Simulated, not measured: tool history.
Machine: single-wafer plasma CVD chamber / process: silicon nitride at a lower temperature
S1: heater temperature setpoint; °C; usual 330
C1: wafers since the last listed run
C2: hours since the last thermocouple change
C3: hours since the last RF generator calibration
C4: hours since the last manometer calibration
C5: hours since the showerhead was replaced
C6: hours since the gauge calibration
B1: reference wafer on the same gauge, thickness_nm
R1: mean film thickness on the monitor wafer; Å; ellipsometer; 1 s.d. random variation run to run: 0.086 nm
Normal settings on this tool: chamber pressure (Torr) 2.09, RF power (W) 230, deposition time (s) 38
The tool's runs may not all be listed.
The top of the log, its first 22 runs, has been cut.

At day 11.846: capacitance manometer re-zeroed and calibrated.
At day 12.083: thermocouple changed; heater temperature recalibrated.
Run 23, day 12.104: usual settings but chamber pressure (Torr) 2.29, RF power (W) 265; C1 58; C2 0.5; C3 142.4; C4 6.2; C5 203.4; C6 158.1; B1 42.996. Result: R1 477.12 Å.
Run 24, day 12.4: usual settings but S1 319 °C, chamber pressure (Torr) 2.54, deposition time (s) 31.1; C1 138; C2 7.6; C3 149.5; C4 13.3; C5 210.5; C6 165.2; B1 43.022. Result: R1 367.99 Å.
Run 25, day 12.817: usual settings; C1 195; C2 17.6; C3 159.5; C4 23.3; C5 220.5; C6 175.2; B1 42.985. Result: R1 426.34 Å.
Run 26, day 13.446: usual settings; C1 295; C2 32.7; C3 174.6; C4 38.4; C5 235.6; C6 190.3; B1 42.996. Result: R1 427.76 Å.
Run 27, day 14.075: usual settings but S1 334 °C, chamber pressure (Torr) 1.93, RF power (W) 215, deposition time (s) 44.6; C1 295; C2 47.8; C3 189.7; C4 53.5; C5 250.7; C6 205.4; B1 43.004. Result: R1 472.17 Å.
Run 28, day 14.592: usual settings; C1 242; C2 60.2; C3 202.1; C4 65.9; C5 263.1; C6 217.8; B1 43.016. Result: R1 427.46 Å.
Run 29, day 15.775: usual settings but S1 321 °C, deposition time (s) 30.6; C1 555; C2 88.6; C3 230.5; C4 94.3; C5 291.5; C6 246.2; B1 42.992. Result: R1 346.54 Å.
Run 30, day 16.167: usual settings but S1 321 °C; C1 183; C2 98; C3 239.9; C4 103.7; C5 300.9; C6 255.6; B1 42.971. Result: R1 429.25 Å.

3 ways to go on from here, each from the tool as it stands after run 30. What would each give?
Run A, day 16.183: usual settings but deposition time (s) 31.4; C1 7; C2 98.4; C3 240.3; C4 104.1; C5 301.3; C6 256; B1 ?. Result: R1 ?.
Run B, day 16.183: usual settings but S1 319 °C, RF power (W) 215; C1 7; C2 98.4; C3 240.3; C4 104.1; C5 301.3; C6 256; B1 ?. Result: R1 ?.
Run C, day 16.183: usual settings but deposition time (s) 34.3; C1 7; C2 98.4; C3 240.3; C4 104.1; C5 301.3; C6 256; B1 ?. Result: R1 ?.

run      B1      R1
  A  42.977  353.63
  B  42.977  411.12
  C  42.977  386.21
Without the tool's hidden state the same runs would have given:
run      R1
  A   352.9
  B  410.27
  C  385.42

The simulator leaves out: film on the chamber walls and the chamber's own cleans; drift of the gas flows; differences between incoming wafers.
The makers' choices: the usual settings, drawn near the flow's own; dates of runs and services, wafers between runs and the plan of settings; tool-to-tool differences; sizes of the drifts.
